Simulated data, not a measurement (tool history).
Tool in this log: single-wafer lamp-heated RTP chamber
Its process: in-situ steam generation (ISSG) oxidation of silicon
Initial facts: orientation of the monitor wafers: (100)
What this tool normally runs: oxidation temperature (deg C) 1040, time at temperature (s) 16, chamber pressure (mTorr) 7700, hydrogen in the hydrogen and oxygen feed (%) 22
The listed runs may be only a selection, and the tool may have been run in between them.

run,hour,oxidation temperature (deg C),time at temperature (s),chamber pressure (mTorr),hydrogen in the hydrogen and oxygen feed (%),"read-back reference wafer on the same gauge, thickness",oxide thickness on the monitor wafer (nm)
1,0.0,1040,16,7700,27,7.039,6.315
2,79.0,1040,16,8100,22,7.059,6.013
3,117.3,1040,16,8100,22,7.040,6.076
4,186.3,1040,16,8100,22,7.039,6.167
5,244.3,1056,19,7700,22,7.045,7.298
# hour 272.7: pyrometer window cleaned and pyrometer calibrated
6,314.7,1056,19,7700,22,7.060,7.031
7,344.0,1056,19,7700,22,7.058,7.060
8,372.5,1045,16,7700,22,7.037,6.105
9,405.6,1045,16,7700,22,7.052,6.053
10,442.8,1040,16,7700,22,7.054,5.977
11,514.4,1040,16,7700,22,7.045,6.050
12,560.4,1040,16,7700,22,7.040,6.048
13,597.1,1036,13,7700,22,7.038,5.434
14,664.6,1036,13,7700,22,7.056,5.513
# hour 688.2: pyrometer window cleaned and pyrometer calibrated
15,707.9,1055,21,9100,25,7.042,7.520
16,773.7,1040,16,7700,22,7.054,5.934
17,810.0,1040,16,7700,22,7.037,5.969
18,836.3,1048,16,8500,26,7.044,6.483
# hour 839.6: gauge calibrated
19,1026.0,1048,22,8600,17,7.051,7.162
# hour 1061.0: hydrogen flow controller replaced
20,1080.7,1024,16,6900,29,7.049,6.159
# hour 1095.2: pyrometer window cleaned and pyrometer calibrated
21,1199.3,1053,11,7700,29,7.059,5.712
22,1231.5,1034,21,9000,18,7.044,6.307
# hour 1256.7: pressure gauge zeroed
23,1295.4,1047,16,7700,22,7.044,6.227

Run 24 comes next. What will it give?
24,1360.2,1040,16,7700,31,?,?

read-back reference wafer on the same gauge, thickness: 7.045
oxide thickness on the monitor wafer (nm): 6.651
Without the tool's hidden state the same run would have given oxide thickness on the monitor wafer (nm) 6.481.
